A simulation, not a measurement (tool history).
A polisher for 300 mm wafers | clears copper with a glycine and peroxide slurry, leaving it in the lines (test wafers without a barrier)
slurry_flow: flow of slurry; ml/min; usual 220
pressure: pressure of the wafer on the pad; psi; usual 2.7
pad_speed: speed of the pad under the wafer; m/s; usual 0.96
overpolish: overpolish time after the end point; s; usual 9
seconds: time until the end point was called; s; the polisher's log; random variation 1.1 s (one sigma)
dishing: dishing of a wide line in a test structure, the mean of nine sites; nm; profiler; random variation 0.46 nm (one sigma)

run,hour,slurry_flow,pressure,pad_speed,overpolish,wafers since the last listed run,wafers polished on this pad,hours since the slurry nozzle was cleaned,hours since the head pressure was calibrated,"incoming thickness of the incoming film, nm",seconds,dishing
1,0,220,3.3,0.96,9,0,161,462.5,603.8,704.8,117.2,36.9
2,25.3,220,3.3,0.96,9,291,453,487.8,629.1,708.7,122,36.6
3,38.9,220,3.3,0.96,9,156,610,501.4,642.7,701,120.7,35.5
4,65.4,220,2.7,0.96,9,305,916,527.9,669.2,697.6,142.3,30.6
5,97.7,220,2.7,0.96,9,372,1288,560.2,701.5,708.7,150.3,29.4
# hour 105.9: worn pad replaced by a new one
6,113,220,2.7,0.96,9,130,82,575.5,716.8,695.6,135.9,31.1
7,142.3,280,2.7,0.96,9,338,420,604.8,746.1,698.5,133.9,31.5
8,176.6,275,2.7,0.96,7,395,816,639.1,780.4,696.6,138.8,23.8
9,199.4,260,2.7,0.96,13,263,1079,661.9,803.2,712.2,146.4,42.9
# hour 203.1: slurry nozzle cleaned
10,216.8,220,2.7,0.96,14,189,1268,13.7,820.6,706,139.2,47.2
# hour 227.1: worn pad replaced by a new one
# hour 251.8: head pressure recalibrated
11,276.2,220,2.7,0.96,9,616,543,73.1,24.4,705.7,135.2,32.2
12,312.4,290,2.7,0.96,9,417,960,109.3,60.6,706.9,134,32.5
13,332.6,220,2,0.96,9,233,1194,129.5,80.8,711.5,179.1,24.6
# hour 351.5: worn pad replaced by a new one
14,352,245,2.4,0.96,7,177,6,148.9,100.2,708.9,144.1,24.5

Forecast each of these 3 alternatives for the next run:
A,352.5,220,2.7,0.96,9,5,11,149.4,100.7,717.7,?,?
B,352.5,250,3,1.1,7,5,11,149.4,100.7,717.7,?,?
C,352.5,255,2,1.1,9,5,11,149.4,100.7,717.7,?,?

run,seconds,dishing
A,133.3,32.4
B,108.5,31.2
C,150.7,28.7
Without the tool's hidden state the same runs would have given:
run,seconds,dishing
A,130.9,32.9
B,106.8,31.6
C,148.4,29.1
